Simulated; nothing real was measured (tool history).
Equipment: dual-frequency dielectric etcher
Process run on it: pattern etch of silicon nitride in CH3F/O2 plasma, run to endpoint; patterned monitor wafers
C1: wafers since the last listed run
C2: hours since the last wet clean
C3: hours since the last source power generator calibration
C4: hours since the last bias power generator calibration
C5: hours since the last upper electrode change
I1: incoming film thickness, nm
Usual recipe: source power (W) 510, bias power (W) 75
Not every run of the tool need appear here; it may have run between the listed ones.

run 1 day=0 | source_power_(W)=510 bias_power_(W)=75 | C1=0 C2=108.3 C3=1828.1 C4=2726.5 C5=3862.6 | I1=94.1 | endpoint_time_(s)=94.8
run 2 day=1.488 | source_power_(W)=510 bias_power_(W)=75 | C1=198 C2=144 C3=1863.8 C4=2762.2 C5=3898.3 | I1=94.6 | endpoint_time_(s)=94.9
run 3 day=3.2 | source_power_(W)=510 bias_power_(W)=75 | C1=228 C2=185.1 C3=1904.9 C4=2803.3 C5=3939.4 | I1=93.7 | endpoint_time_(s)=94.3
run 4 day=5.171 | source_power_(W)=510 bias_power_(W)=75 | C1=262 C2=232.4 C3=1952.2 C4=2850.6 C5=3986.7 | I1=95.5 | endpoint_time_(s)=96.3
run 5 day=6.742 | source_power_(W)=510 bias_power_(W)=75 | C1=209 C2=270.1 C3=1989.9 C4=2888.3 C5=4024.4 | I1=94.5 | endpoint_time_(s)=95.6
run 6 day=8.6 | source_power_(W)=510 bias_power_(W)=61 | C1=247 C2=314.7 C3=2034.5 C4=2932.9 C5=4069 | I1=93.6 | endpoint_time_(s)=99.6
run 7 day=10.129 | source_power_(W)=590 bias_power_(W)=71 | C1=203 C2=351.4 C3=2071.2 C4=2969.6 C5=4105.7 | I1=94.2 | endpoint_time_(s)=88.3
run 8 day=11.362 | source_power_(W)=510 bias_power_(W)=75 | C1=164 C2=381 C3=2100.8 C4=2999.2 C5=4135.3 | I1=94.4 | endpoint_time_(s)=94.1
run 9 day=13.808 | source_power_(W)=510 bias_power_(W)=75 | C1=325 C2=439.7 C3=2159.5 C4=3057.9 C5=4194 | I1=95.3 | endpoint_time_(s)=95.7
run 10 day=16.438 | source_power_(W)=510 bias_power_(W)=68 | C1=350 C2=502.8 C3=2222.6 C4=3121 C5=4257.1 | I1=94.4 | endpoint_time_(s)=96.1
run 11 day=18.042 | source_power_(W)=510 bias_power_(W)=75 | C1=213 C2=541.3 C3=2261.1 C4=3159.5 C5=4295.6 | I1=94.4 | endpoint_time_(s)=93.6
-- day=19.308 wet clean of the chamber
run 12 day=20.458 | source_power_(W)=570 bias_power_(W)=87 | C1=188 C2=27.6 C3=2319.1 C4=3217.5 C5=4353.6 | I1=93.7 | endpoint_time_(s)=81.4
run 13 day=23.329 | source_power_(W)=570 bias_power_(W)=87 | C1=382 C2=96.5 C3=2388 C4=3286.4 C5=4422.5 | I1=94.8 | endpoint_time_(s)=82.8
run 14 day=24.467 | source_power_(W)=510 bias_power_(W)=75 | C1=151 C2=123.8 C3=2415.3 C4=3313.7 C5=4449.8 | I1=94.7 | endpoint_time_(s)=90.9
-- day=26.892 source power generator calibrated
run 15 day=26.942 | source_power_(W)=510 bias_power_(W)=81 | C1=307 C2=183.2 C3=1.2 C4=3373.1 C5=4509.2 | I1=93.9 | endpoint_time_(s)=87.1
run 16 day=28.888 | source_power_(W)=510 bias_power_(W)=75 | C1=259 C2=229.9 C3=47.9 C4=3419.8 C5=4555.9 | I1=95.3 | endpoint_time_(s)=90.4
-- day=29.988 bias power generator calibrated
-- day=30.779 wet clean of the chamber, repeated, since the last time left the tool worse
-- day=31.538 upper electrode replaced
run 17 day=31.558 | source_power_(W)=510 bias_power_(W)=90 | C1=126 C2=18.7 C3=112 C4=37.7 C5=0.5 | I1=94.7 | endpoint_time_(s)=91.1
run 18 day=31.575 | source_power_(W)=510 bias_power_(W)=75 | C1=2 C2=19.1 C3=112.4 C4=38.1 C5=0.9 | I1=94.7 | endpoint_time_(s)=97.2
run 19 day=32.104 | source_power_(W)=470 bias_power_(W)=65 | C1=70 C2=31.8 C3=125.1 C4=50.8 C5=13.6 | I1=94.2 | endpoint_time_(s)=104.3
run 20 day=34.183 | source_power_(W)=470 bias_power_(W)=89 | C1=276 C2=81.7 C3=175 C4=100.7 C5=63.5 | I1=96 | endpoint_time_(s)=96.5
run 21 day=36.233 | source_power_(W)=410 bias_power_(W)=66 | C1=272 C2=130.9 C3=224.2 C4=149.9 C5=112.7 | I1=94.8 | endpoint_time_(s)=111.7
run 22 day=40.183 | source_power_(W)=620 bias_power_(W)=61 | C1=525 C2=225.7 C3=319 C4=244.7 C5=207.5 | I1=95.5 | endpoint_time_(s)=90.9
run 23 day=41.629 | source_power_(W)=550 bias_power_(W)=88 | C1=192 C2=260.4 C3=353.7 C4=279.4 C5=242.2 | I1=94.6 | endpoint_time_(s)=87.9
run 24 day=43.571 | source_power_(W)=510 bias_power_(W)=75 | C1=258 C2=307 C3=400.3 C4=326 C5=288.8 | I1=95.7 | endpoint_time_(s)=97
run 25 day=46.071 | source_power_(W)=510 bias_power_(W)=64 | C1=332 C2=367 C3=460.3 C4=386 C5=348.8 | I1=94 | endpoint_time_(s)=98
run 26 day=48.75 | source_power_(W)=630 bias_power_(W)=75 | C1=356 C2=431.3 C3=524.6 C4=450.3 C5=413.1 | I1=94.8 | endpoint_time_(s)=85.6
run 27 day=50.925 | source_power_(W)=570 bias_power_(W)=75 | C1=289 C2=483.5 C3=576.8 C4=502.5 C5=465.3 | I1=95 | endpoint_time_(s)=88.8
run 28 day=52.25 | source_power_(W)=450 bias_power_(W)=75 | C1=176 C2=515.3 C3=608.6 C4=534.3 C5=497.1 | I1=95.4 | endpoint_time_(s)=101.5

Forecast each of these 3 alternatives for the next run:
run A day=52.271 | source_power_(W)=510 bias_power_(W)=75 | C1=2 C2=515.8 C3=609.1 C4=534.8 C5=497.6 | I1=95.2 | endpoint_time_(s)=?
run B day=52.271 | source_power_(W)=620 bias_power_(W)=62 | C1=2 C2=515.8 C3=609.1 C4=534.8 C5=497.6 | I1=95.2 | endpoint_time_(s)=?
run C day=52.271 | source_power_(W)=550 bias_power_(W)=82 | C1=2 C2=515.8 C3=609.1 C4=534.8 C5=497.6 | I1=95.2 | endpoint_time_(s)=?

run=A endpoint_time_(s)=93.8
run=B endpoint_time_(s)=89.6
run=C endpoint_time_(s)=88
With the hidden condition removed and each run's random variation left untouched, the same runs would have given:
run=A endpoint_time_(s)=96.4
run=B endpoint_time_(s)=92
run=C endpoint_time_(s)=90.5
